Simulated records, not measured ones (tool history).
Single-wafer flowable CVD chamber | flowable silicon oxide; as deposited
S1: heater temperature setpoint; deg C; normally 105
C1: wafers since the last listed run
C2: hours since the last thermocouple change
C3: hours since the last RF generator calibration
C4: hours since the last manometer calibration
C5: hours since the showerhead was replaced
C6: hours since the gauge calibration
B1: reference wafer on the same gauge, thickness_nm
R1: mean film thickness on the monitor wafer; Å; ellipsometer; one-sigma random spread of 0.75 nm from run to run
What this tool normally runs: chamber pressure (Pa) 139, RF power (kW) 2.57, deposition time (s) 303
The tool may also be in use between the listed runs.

run 1 hour=0 | S1=105 chamber_pressure_(Pa)=117 RF_power_(kW)=2.57 deposition_time_(s)=303 | C1=0 C2=663.7 C3=988.4 C4=1635.2 C5=6908.7 C6=316.7 | B1=200.995 | R1=2026.81
run 2 hour=37.6 | S1=105 chamber_pressure_(Pa)=117 RF_power_(kW)=2.57 deposition_time_(s)=303 | C1=152 C2=701.3 C3=1026 C4=1672.8 C5=6946.3 C6=354.3 | B1=200.64 | R1=2007.27
run 3 hour=158.8 | S1=105 chamber_pressure_(Pa)=139 RF_power_(kW)=2.57 deposition_time_(s)=303 | C1=490 C2=822.5 C3=1147.2 C4=1794 C5=7067.5 C6=475.5 | B1=201.155 | R1=2393.36
run 4 hour=230.4 | S1=105 chamber_pressure_(Pa)=139 RF_power_(kW)=2.57 deposition_time_(s)=303 | C1=289 C2=894.1 C3=1218.8 C4=1865.6 C5=7139.1 C6=547.1 | B1=200.817 | R1=2377.84
run 5 hour=273.7 | S1=105 chamber_pressure_(Pa)=139 RF_power_(kW)=2.57 deposition_time_(s)=303 | C1=175 C2=937.4 C3=1262.1 C4=1908.9 C5=7182.4 C6=590.4 | B1=200.835 | R1=2379.46
run 6 hour=301.9 | S1=105 chamber_pressure_(Pa)=139 RF_power_(kW)=2.57 deposition_time_(s)=303 | C1=114 C2=965.6 C3=1290.3 C4=1937.1 C5=7210.6 C6=618.6 | B1=200.806 | R1=2393.51
run 7 hour=373.8 | S1=105 chamber_pressure_(Pa)=139 RF_power_(kW)=2.245 deposition_time_(s)=303 | C1=290 C2=1037.5 C3=1362.2 C4=2009 C5=7282.5 C6=690.5 | B1=200.869 | R1=2342.84
run 8 hour=431.2 | S1=105 chamber_pressure_(Pa)=139 RF_power_(kW)=2.245 deposition_time_(s)=303 | C1=232 C2=1094.9 C3=1419.6 C4=2066.4 C5=7339.9 C6=747.9 | B1=200.925 | R1=2334.43
run 9 hour=489.2 | S1=105 chamber_pressure_(Pa)=139 RF_power_(kW)=2.57 deposition_time_(s)=257 | C1=234 C2=1152.9 C3=1477.6 C4=2124.4 C5=7397.9 C6=805.9 | B1=200.863 | R1=2019.89
run 10 hour=536.3 | S1=105 chamber_pressure_(Pa)=139 RF_power_(kW)=2.57 deposition_time_(s)=257 | C1=190 C2=1200 C3=1524.7 C4=2171.5 C5=7445 C6=853 | B1=200.858 | R1=2013.81
-- hour=575.4 capacitance manometer re-zeroed and calibrated
run 11 hour=576.9 | S1=105 chamber_pressure_(Pa)=139 RF_power_(kW)=2.57 deposition_time_(s)=303 | C1=131 C2=1240.6 C3=1565.3 C4=1.5 C5=7485.6 C6=893.6 | B1=200.958 | R1=2488.88
-- hour=591.3 gauge calibrated
run 12 hour=636.9 | S1=92 chamber_pressure_(Pa)=139 RF_power_(kW)=2.57 deposition_time_(s)=303 | C1=242 C2=1300.6 C3=1625.3 C4=61.5 C5=7545.6 C6=45.6 | B1=201.156 | R1=3833.29
-- hour=648.1 RF generator calibrated
run 13 hour=696.7 | S1=120 chamber_pressure_(Pa)=139 RF_power_(kW)=2.57 deposition_time_(s)=357 | C1=209 C2=1360.4 C3=48.6 C4=121.3 C5=7605.4 C6=105.4 | B1=201.161 | R1=1825.57
-- hour=712.2 showerhead replaced
-- hour=737.8 thermocouple changed; heater temperature recalibrated
run 14 hour=752.7 | S1=105 chamber_pressure_(Pa)=127 RF_power_(kW)=2.17 deposition_time_(s)=303 | C1=161 C2=14.9 C3=104.6 C4=177.3 C5=40.5 C6=161.4 | B1=201.056 | R1=2204.5
run 15 hour=800.3 | S1=94 chamber_pressure_(Pa)=139 RF_power_(kW)=2.32 deposition_time_(s)=303 | C1=192 C2=62.5 C3=152.2 C4=224.9 C5=88.1 C6=209 | B1=200.891 | R1=3515.02
run 16 hour=870.5 | S1=105 chamber_pressure_(Pa)=139 RF_power_(kW)=2.57 deposition_time_(s)=320 | C1=283 C2=132.7 C3=222.4 C4=295.1 C5=158.3 C6=279.2 | B1=200.977 | R1=2625.5
run 17 hour=928.4 | S1=118 chamber_pressure_(Pa)=139 RF_power_(kW)=2.57 deposition_time_(s)=363 | C1=234 C2=190.6 C3=280.3 C4=353 C5=216.2 C6=337.1 | B1=201.161 | R1=1966.27
run 18 hour=961.8 | S1=105 chamber_pressure_(Pa)=139 RF_power_(kW)=2.57 deposition_time_(s)=303 | C1=135 C2=224 C3=313.7 C4=386.4 C5=249.6 C6=370.5 | B1=201.101 | R1=2460.39
run 19 hour=1009.7 | S1=93 chamber_pressure_(Pa)=139 RF_power_(kW)=2.57 deposition_time_(s)=303 | C1=193 C2=271.9 C3=361.6 C4=434.3 C5=297.5 C6=418.4 | B1=200.982 | R1=3689.98
run 20 hour=1052.1 | S1=105 chamber_pressure_(Pa)=139 RF_power_(kW)=2.57 deposition_time_(s)=303 | C1=171 C2=314.3 C3=404 C4=476.7 C5=339.9 C6=460.8 | B1=201.077 | R1=2467.77

What if the next run were any one of these 5? Each begins from the tool's condition after run 20:
run A hour=1052.6 | S1=105 chamber_pressure_(Pa)=139 RF_power_(kW)=2.57 deposition_time_(s)=303 | C1=2 C2=314.8 C3=404.5 C4=477.2 C5=340.4 C6=461.3 | B1=? | R1=?
run B hour=1052.6 | S1=105 chamber_pressure_(Pa)=108 RF_power_(kW)=2.57 deposition_time_(s)=303 | C1=2 C2=314.8 C3=404.5 C4=477.2 C5=340.4 C6=461.3 | B1=? | R1=?
run C hour=1052.6 | S1=105 chamber_pressure_(Pa)=153 RF_power_(kW)=2.415 deposition_time_(s)=287 | C1=2 C2=314.8 C3=404.5 C4=477.2 C5=340.4 C6=461.3 | B1=? | R1=?
run D hour=1052.6 | S1=99 chamber_pressure_(Pa)=156 RF_power_(kW)=2.76 deposition_time_(s)=303 | C1=2 C2=314.8 C3=404.5 C4=477.2 C5=340.4 C6=461.3 | B1=? | R1=?
run E hour=1052.6 | S1=115 chamber_pressure_(Pa)=139 RF_power_(kW)=2.705 deposition_time_(s)=283 | C1=2 C2=314.8 C3=404.5 C4=477.2 C5=340.4 C6=461.3 | B1=? | R1=?

run=A B1=201.194 R1=2460.48
run=B B1=201.194 R1=1899.6
run=C B1=201.194 R1=2545.54
run=D B1=201.194 R1=3391.49
run=E B1=201.194 R1=1678.7
With the hidden condition removed and each run's random variation left untouched, the same runs would have given:
run=A R1=2466.16
run=B R1=1904.2
run=C R1=2550.91
run=D R1=3398.64
run=E R1=1682.57
